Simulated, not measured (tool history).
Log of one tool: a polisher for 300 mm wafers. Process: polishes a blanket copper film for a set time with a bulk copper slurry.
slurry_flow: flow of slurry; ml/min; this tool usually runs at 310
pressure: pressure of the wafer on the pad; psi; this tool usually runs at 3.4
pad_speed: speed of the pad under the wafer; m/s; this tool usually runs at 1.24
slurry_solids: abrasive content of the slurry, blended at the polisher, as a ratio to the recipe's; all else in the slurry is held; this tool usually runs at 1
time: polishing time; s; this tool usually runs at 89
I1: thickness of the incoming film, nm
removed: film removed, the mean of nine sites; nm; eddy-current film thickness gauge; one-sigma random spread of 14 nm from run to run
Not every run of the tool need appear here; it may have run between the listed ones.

{"run": 1, "hour": 0.0, "slurry_flow": 310, "pressure": 3.4, "pad_speed": 1.24, "slurry_solids": 0.9, "time": 89, "I1": 3573, "removed": 1207.6}
{"run": 2, "hour": 8.3, "slurry_flow": 310, "pressure": 3.4, "pad_speed": 1.24, "slurry_solids": 0.9, "time": 89, "I1": 3575.6, "removed": 1206.4}
{"hour": 23.7, "done": "worn pad replaced by a new one"}
{"run": 3, "hour": 25.2, "slurry_flow": 310, "pressure": 3.4, "pad_speed": 1.24, "slurry_solids": 1, "time": 89, "I1": 3537.6, "removed": 1384.6}
{"run": 4, "hour": 38.7, "slurry_flow": 310, "pressure": 3.4, "pad_speed": 1.24, "slurry_solids": 1, "time": 89, "I1": 3546.3, "removed": 1324.2}
{"run": 5, "hour": 51.0, "slurry_flow": 310, "pressure": 3.4, "pad_speed": 1.24, "slurry_solids": 1, "time": 89, "I1": 3537.6, "removed": 1287.4}
{"run": 6, "hour": 65.3, "slurry_flow": 310, "pressure": 3.4, "pad_speed": 1.24, "slurry_solids": 1, "time": 89, "I1": 3517.8, "removed": 1277.1}
{"run": 7, "hour": 74.4, "slurry_flow": 310, "pressure": 2.8, "pad_speed": 1.24, "slurry_solids": 1, "time": 89, "I1": 3520.7, "removed": 1048.7}
{"run": 8, "hour": 82.3, "slurry_flow": 310, "pressure": 3.4, "pad_speed": 1.24, "slurry_solids": 1, "time": 89, "I1": 3567.5, "removed": 1239.2}
{"run": 9, "hour": 91.5, "slurry_flow": 310, "pressure": 3.4, "pad_speed": 1.24, "slurry_solids": 1, "time": 89, "I1": 3577.7, "removed": 1236.8}
{"run": 10, "hour": 101.4, "slurry_flow": 310, "pressure": 3.4, "pad_speed": 1.24, "slurry_solids": 1, "time": 89, "I1": 3576.4, "removed": 1235.7}
{"run": 11, "hour": 113.2, "slurry_flow": 310, "pressure": 3.4, "pad_speed": 1.24, "slurry_solids": 1, "time": 89, "I1": 3575.4, "removed": 1221.2}
{"hour": 126.9, "done": "worn pad replaced by a new one"}
{"run": 12, "hour": 127.4, "slurry_flow": 310, "pressure": 3.4, "pad_speed": 1.24, "slurry_solids": 1, "time": 89, "I1": 3538.1, "removed": 1394.3}
{"run": 13, "hour": 142.7, "slurry_flow": 340, "pressure": 3.4, "pad_speed": 1.24, "slurry_solids": 1, "time": 61, "I1": 3576.3, "removed": 935.4}
{"run": 14, "hour": 151.5, "slurry_flow": 245, "pressure": 4.3, "pad_speed": 1.24, "slurry_solids": 1.15, "time": 89, "I1": 3632.6, "removed": 1663.1}
{"run": 15, "hour": 167.5, "slurry_flow": 310, "pressure": 3.4, "pad_speed": 1.68, "slurry_solids": 0.75, "time": 89, "I1": 3544.5, "removed": 1663.4}
{"hour": 170.0, "done": "head pressure recalibrated"}
{"hour": 170.6, "done": "slurry nozzle cleaned"}
{"run": 16, "hour": 177.0, "slurry_flow": 255, "pressure": 4.6, "pad_speed": 1.24, "slurry_solids": 1.25, "time": 107, "I1": 3613.3, "removed": 2108}
{"run": 17, "hour": 194.0, "slurry_flow": 420, "pressure": 4.5, "pad_speed": 1.64, "slurry_solids": 1, "time": 75, "I1": 3582, "removed": 1874.5}
{"run": 18, "hour": 208.4, "slurry_flow": 310, "pressure": 3.4, "pad_speed": 1.24, "slurry_solids": 1, "time": 89, "I1": 3594.3, "removed": 1241.9}
{"hour": 213.3, "done": "worn pad replaced by a new one"}
{"run": 19, "hour": 226.2, "slurry_flow": 310, "pressure": 4.5, "pad_speed": 1.24, "slurry_solids": 1, "time": 73, "I1": 3642.1, "removed": 1462.1}
{"run": 20, "hour": 241.1, "slurry_flow": 230, "pressure": 3.4, "pad_speed": 1, "slurry_solids": 0.75, "time": 72, "I1": 3596.9, "removed": 780.3}
{"hour": 243.2, "done": "slurry blender recalibrated"}
{"run": 21, "hour": 265.7, "slurry_flow": 310, "pressure": 3.4, "pad_speed": 1.24, "slurry_solids": 1, "time": 65, "I1": 3562.7, "removed": 908.2}
{"run": 22, "hour": 272.8, "slurry_flow": 310, "pressure": 2.4, "pad_speed": 1.46, "slurry_solids": 1, "time": 89, "I1": 3619.2, "removed": 1055.9}
{"run": 23, "hour": 280.5, "slurry_flow": 310, "pressure": 3.4, "pad_speed": 1.24, "slurry_solids": 1.2, "time": 68, "I1": 3497.2, "removed": 983.8}
{"run": 24, "hour": 286.6, "slurry_flow": 310, "pressure": 3.4, "pad_speed": 1.24, "slurry_solids": 1.2, "time": 117, "I1": 3581.4, "removed": 1646.7}
{"run": 25, "hour": 293.3, "slurry_flow": 310, "pressure": 3.4, "pad_speed": 1.54, "slurry_solids": 1.2, "time": 89, "I1": 3558.8, "removed": 1600.4}
{"hour": 300.4, "done": "worn pad replaced by a new one"}
{"run": 26, "hour": 300.9, "slurry_flow": 310, "pressure": 3.4, "pad_speed": 1.24, "slurry_solids": 1, "time": 89, "I1": 3604.8, "removed": 1369.3}
{"run": 27, "hour": 315.3, "slurry_flow": 340, "pressure": 3.4, "pad_speed": 1.62, "slurry_solids": 1, "time": 89, "I1": 3569, "removed": 1757.6}
{"run": 28, "hour": 326.4, "slurry_flow": 235, "pressure": 2.9, "pad_speed": 1.24, "slurry_solids": 1, "time": 106, "I1": 3574.1, "removed": 1290.2}
{"run": 29, "hour": 360.5, "slurry_flow": 310, "pressure": 3.4, "pad_speed": 1.24, "slurry_solids": 1, "time": 89, "I1": 3572.5, "removed": 1257.6}
{"run": 30, "hour": 369.4, "slurry_flow": 310, "pressure": 4.5, "pad_speed": 1.24, "slurry_solids": 1, "time": 89, "I1": 3562, "removed": 1649.5}
{"run": 31, "hour": 377.2, "slurry_flow": 215, "pressure": 4.3, "pad_speed": 1.24, "slurry_solids": 1.2, "time": 89, "I1": 3573.9, "removed": 1559.1}

What the log doesn't show, run by run:
slurry flow missing at the pad, %: 0 in every run
deviation of the head's pressure from its setpoint, %: 0 in every run
abrasive missing from the slurry, %: 0 in every run
H1: removal rate lost through wear of the pad, %
run=1 H1=11.9
run=2 H1=12.2
run=3 H1=1.24
run=4 H1=5.06
run=5 H1=7.44
run=6 H1=9.31
run=7 H1=10.1
run=8 H1=10.7
run=9 H1=11.2
run=10 H1=11.6
run=11 H1=12
run=12 H1=0.248
run=13 H1=4.61
run=14 H1=6.35
run=15 H1=8.56
run=16 H1=9.45
run=17 H1=10.5
run=18 H1=11.1
run=19 H1=4.65
run=20 H1=7.61
run=21 H1=10.4
run=22 H1=10.8
run=23 H1=11.3
run=24 H1=11.5
run=25 H1=11.8
run=26 H1=0.509
run=27 H1=4.66
run=28 H1=6.85
run=29 H1=10.4
run=30 H1=10.9
run=31 H1=11.2

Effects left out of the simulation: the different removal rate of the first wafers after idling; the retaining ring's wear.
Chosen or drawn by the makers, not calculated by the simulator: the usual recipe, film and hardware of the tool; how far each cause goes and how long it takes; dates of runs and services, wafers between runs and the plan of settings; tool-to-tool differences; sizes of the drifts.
